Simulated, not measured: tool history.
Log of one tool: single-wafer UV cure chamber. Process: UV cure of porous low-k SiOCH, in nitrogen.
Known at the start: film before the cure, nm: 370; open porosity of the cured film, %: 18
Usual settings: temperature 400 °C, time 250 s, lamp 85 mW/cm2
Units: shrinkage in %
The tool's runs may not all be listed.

run    hour  temperature  time  lamp  shrinkage
  1       0          400   250    85     12.176
  2    34.2          400   250    85     12.236
  3    71.1          400   250    85     11.722
  4   104.8          400   250    85     12.102
  5   152.8          400   250    85      12.41
      197.7  -- UV bulbs replaced
  6   204.9          400   250    85     11.956
  7   235.8          400   250    85     12.068
  8   272.3          400   250    85     11.929
  9   344.2          391   250    68     10.604
 10   388.7          400   250    85     11.761
 11   452.6          400   250    85      11.91
      475.8  -- quartz window cleaned
 12   516.4          400   220    85     10.868
 13     554          400   250    85     11.351
 14   613.2          396   250    85      11.11
 15   660.3          400   250    85      11.35
 16   708.9          400   250    85     11.611
 17   776.8          400   250    85     11.221
 18   957.8          400   250    85     10.704
 19  1014.6          400   155    85      8.517
 20  1072.7          400   155    85      8.545
     1081.8  -- quartz window cleaned, repeated, since the last time left the tool worse
 21  1143.1          400   155    85      9.842
 22    1195          400   250    85     12.443
 23  1242.5          400   250    85     12.127
 24  1394.4          400   250    85     12.191
 25  1436.7          415   250    59     10.661
 26  1477.8          415   210    61      9.947
 27  1515.5          393   175   102     11.109
     1654.4  -- quartz window cleaned
 28  1729.2          400   250   105     12.923
     1760.6  -- UV bulbs replaced
 29  1763.1          400   105    98      8.803
 30  1899.4          400   100   102       8.49
 31  1946.5          390   355    85     13.588
 32    2006          388   325    63     11.548
 33  2071.2          415   365   108     15.408
 34  2125.7          387   330   102     14.212
 35  2156.5          400   250    85     11.784
 36  2204.8          406   250    85     11.773
 37    2236          406   195    71      9.797
 38  2293.3          400   180    47      7.214
     2312.7  -- quartz window cleaned
 39  2344.1          400   250    85       12.2
 40  2370.6          400   250    85      12.48
 41  2584.3          400   250    85     12.154
 42  2642.1          406   135    85      9.249
 43  2683.5          400   250    85      11.88
 44  2733.2          412   205    85     11.062
 45  2801.9          400   250    85     11.618
 46  2829.4          400   250    85     11.839
     2886.1  -- quartz window cleaned
 47  2888.5          415   250    85     12.091

The tool's hidden state at each run:
lamp output below its setpoint, %: 0 in every run
H1: transmission lost against a clean window, %
run     H1
  1  0.939
  2   1.16
  3   1.48
  4   1.84
  5   2.46
  6   3.29
  7   3.85
  8   4.59
  9   6.28
 10   7.47
 11   9.38
 12   15.8
 13   15.9
 14   16.3
 15   16.8
 16   17.3
 17   18.4
 18   22.5
 19   24.2
 20   26.1
 21  0.214
 22  0.477
 23  0.854
 24   2.94
 25   3.76
 26   4.65
 27   5.56
 28   0.79
 29  0.971
 30   2.37
 31    3.1
 32   4.21
 33   5.67
 34   7.07
 35   7.94
 36   9.41
 37   10.4
 38   12.5
 39  0.698
 40  0.767
 41   2.81
 42   3.82
 43   4.66
 44    5.8
 45   7.61
 46   8.41
 47    1.4
